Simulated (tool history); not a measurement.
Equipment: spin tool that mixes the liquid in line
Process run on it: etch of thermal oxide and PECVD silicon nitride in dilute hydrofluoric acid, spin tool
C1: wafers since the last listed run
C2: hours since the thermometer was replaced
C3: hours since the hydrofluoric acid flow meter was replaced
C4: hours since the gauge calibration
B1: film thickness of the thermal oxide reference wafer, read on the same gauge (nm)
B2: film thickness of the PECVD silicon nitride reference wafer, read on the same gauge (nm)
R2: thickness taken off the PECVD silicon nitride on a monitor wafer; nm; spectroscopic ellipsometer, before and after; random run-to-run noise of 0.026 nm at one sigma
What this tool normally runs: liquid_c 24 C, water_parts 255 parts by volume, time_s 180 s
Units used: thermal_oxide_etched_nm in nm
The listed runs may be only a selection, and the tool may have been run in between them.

run 1 hour=0 | liquid_c=24 water_parts=255 time_s=180 | C1=0 C2=168.6 C3=1373.1 C4=1437.7 | B1=90.002 B2=60.028 | thermal_oxide_etched_nm=2.676 R2=1.996
run 2 hour=67.7 | liquid_c=24 water_parts=255 time_s=215 | C1=477 C2=236.3 C3=1440.8 C4=1505.4 | B1=90.008 B2=60 | thermal_oxide_etched_nm=3.169 R2=2.374
run 3 hour=122 | liquid_c=21.5 water_parts=255 time_s=115 | C1=382 C2=290.6 C3=1495.1 C4=1559.7 | B1=89.988 B2=60.016 | thermal_oxide_etched_nm=1.57 R2=1.06
-- hour=156.4 hydrofluoric acid flow meter replaced
run 4 hour=193.7 | liquid_c=24 water_parts=255 time_s=180 | C1=498 C2=362.3 C3=37.3 C4=1631.4 | B1=90.005 B2=60.054 | thermal_oxide_etched_nm=2.629 R2=1.911
run 5 hour=257.8 | liquid_c=24 water_parts=255 time_s=180 | C1=451 C2=426.4 C3=101.4 C4=1695.5 | B1=89.984 B2=60.017 | thermal_oxide_etched_nm=2.581 R2=1.845
run 6 hour=321.7 | liquid_c=20.5 water_parts=255 time_s=180 | C1=450 C2=490.3 C3=165.3 C4=1759.4 | B1=90.036 B2=60.009 | thermal_oxide_etched_nm=2.285 R2=1.454
run 7 hour=364 | liquid_c=26.5 water_parts=255 time_s=120 | C1=298 C2=532.6 C3=207.6 C4=1801.7 | B1=90.011 B2=60.014 | thermal_oxide_etched_nm=1.867 R2=1.418
run 8 hour=403.3 | liquid_c=24 water_parts=255 time_s=180 | C1=277 C2=571.9 C3=246.9 C4=1841 | B1=90.023 B2=59.985 | thermal_oxide_etched_nm=2.6 R2=1.754
-- hour=427.5 thermometer replaced
run 9 hour=449.2 | liquid_c=26 water_parts=310 time_s=180 | C1=316 C2=21.7 C3=292.8 C4=1886.9 | B1=90.019 B2=60 | thermal_oxide_etched_nm=2.316 R2=1.923
run 10 hour=480.2 | liquid_c=24 water_parts=255 time_s=180 | C1=218 C2=52.7 C3=323.8 C4=1917.9 | B1=90.01 B2=60.005 | thermal_oxide_etched_nm=2.713 R2=2.015
run 11 hour=508.3 | liquid_c=24 water_parts=255 time_s=180 | C1=198 C2=80.8 C3=351.9 C4=1946 | B1=89.993 B2=59.983 | thermal_oxide_etched_nm=2.738 R2=2.006
-- hour=524.5 gauge calibrated
run 12 hour=563.2 | liquid_c=22 water_parts=150 time_s=95 | C1=387 C2=135.7 C3=406.8 C4=38.7 | B1=90.015 B2=60.008 | thermal_oxide_etched_nm=2.55 R2=1.569
run 13 hour=626.7 | liquid_c=24 water_parts=255 time_s=180 | C1=447 C2=199.2 C3=470.3 C4=102.2 | B1=89.985 B2=59.994 | thermal_oxide_etched_nm=2.729 R2=1.963
run 14 hour=667.6 | liquid_c=22 water_parts=130 time_s=180 | C1=288 C2=240.1 C3=511.2 C4=143.1 | B1=90.053 B2=59.977 | thermal_oxide_etched_nm=5.439 R2=3.307
run 15 hour=738.2 | liquid_c=27.5 water_parts=325 time_s=275 | C1=497 C2=310.7 C3=581.8 C4=213.7 | B1=89.956 B2=59.987 | thermal_oxide_etched_nm=3.307 R2=2.804
run 16 hour=803.8 | liquid_c=22 water_parts=325 time_s=85 | C1=462 C2=376.3 C3=647.4 C4=279.3 | B1=89.99 B2=59.997 | thermal_oxide_etched_nm=0.851 R2=0.615
run 17 hour=828.8 | liquid_c=27 water_parts=190 time_s=130 | C1=176 C2=401.3 C3=672.4 C4=304.3 | B1=89.983 B2=60.006 | thermal_oxide_etched_nm=2.999 R2=2.157
run 18 hour=889.6 | liquid_c=20 water_parts=290 time_s=120 | C1=428 C2=462.1 C3=733.2 C4=365.1 | B1=89.988 B2=60.018 | thermal_oxide_etched_nm=1.259 R2=0.811
run 19 hour=916.4 | liquid_c=26 water_parts=310 time_s=180 | C1=188 C2=488.9 C3=760 C4=391.9 | B1=89.988 B2=60.007 | thermal_oxide_etched_nm=2.177 R2=1.712
run 20 hour=949.1 | liquid_c=24 water_parts=255 time_s=180 | C1=230 C2=521.6 C3=792.7 C4=424.6 | B1=89.98 B2=59.995 | thermal_oxide_etched_nm=2.505 R2=1.771
-- hour=955.9 thermometer replaced
run 21 hour=975.3 | liquid_c=24 water_parts=255 time_s=180 | C1=177 C2=19.4 C3=818.9 C4=450.8 | B1=89.951 B2=59.946 | thermal_oxide_etched_nm=2.78 R2=2.118
run 22 hour=1045.1 | liquid_c=26.5 water_parts=350 time_s=145 | C1=492 C2=89.2 C3=888.7 C4=520.6 | B1=90.002 B2=60.03 | thermal_oxide_etched_nm=1.575 R2=1.381
run 23 hour=1097.9 | liquid_c=25.5 water_parts=255 time_s=105 | C1=372 C2=142 C3=941.5 C4=573.4 | B1=90.013 B2=59.996 | thermal_oxide_etched_nm=1.67 R2=1.333
run 24 hour=1155.9 | liquid_c=24 water_parts=175 time_s=135 | C1=408 C2=200 C3=999.5 C4=631.4 | B1=90.01 B2=60.017 | thermal_oxide_etched_nm=3.228 R2=2.216

Here are 5 independent what-if runs from the current tool condition. What would each one return?
run A hour=1156.4 | liquid_c=24 water_parts=255 time_s=140 | C1=3 C2=200.5 C3=1000 C4=631.9 | B1=? B2=? | thermal_oxide_etched_nm=? R2=?
run B hour=1156.4 | liquid_c=20 water_parts=255 time_s=180 | C1=3 C2=200.5 C3=1000 C4=631.9 | B1=? B2=? | thermal_oxide_etched_nm=? R2=?
run C hour=1156.4 | liquid_c=20 water_parts=360 time_s=285 | C1=3 C2=200.5 C3=1000 C4=631.9 | B1=? B2=? | thermal_oxide_etched_nm=? R2=?
run D hour=1156.4 | liquid_c=28.5 water_parts=205 time_s=220 | C1=3 C2=200.5 C3=1000 C4=631.9 | B1=? B2=? | thermal_oxide_etched_nm=? R2=?
run E hour=1156.4 | liquid_c=21 water_parts=345 time_s=270 | C1=3 C2=200.5 C3=1000 C4=631.9 | B1=? B2=? | thermal_oxide_etched_nm=? R2=?

run=A B1=89.974 B2=60.015 thermal_oxide_etched_nm=2.126 R2=1.575
run=B B1=89.974 B2=60.015 thermal_oxide_etched_nm=2.357 R2=1.569
run=C B1=89.974 B2=60.015 thermal_oxide_etched_nm=2.413 R2=1.784
run=D B1=89.974 B2=60.015 thermal_oxide_etched_nm=5.149 R2=4.064
run=E B1=89.974 B2=60.015 thermal_oxide_etched_nm=2.504 R2=1.875
Had the tool no hidden state, the same runs would have come out as:
run=A thermal_oxide_etched_nm=2.204 R2=1.678
run=B thermal_oxide_etched_nm=2.449 R2=1.675
run=C thermal_oxide_etched_nm=2.502 R2=1.901
run=D thermal_oxide_etched_nm=5.336 R2=4.322
run=E thermal_oxide_etched_nm=2.595 R2=1.997
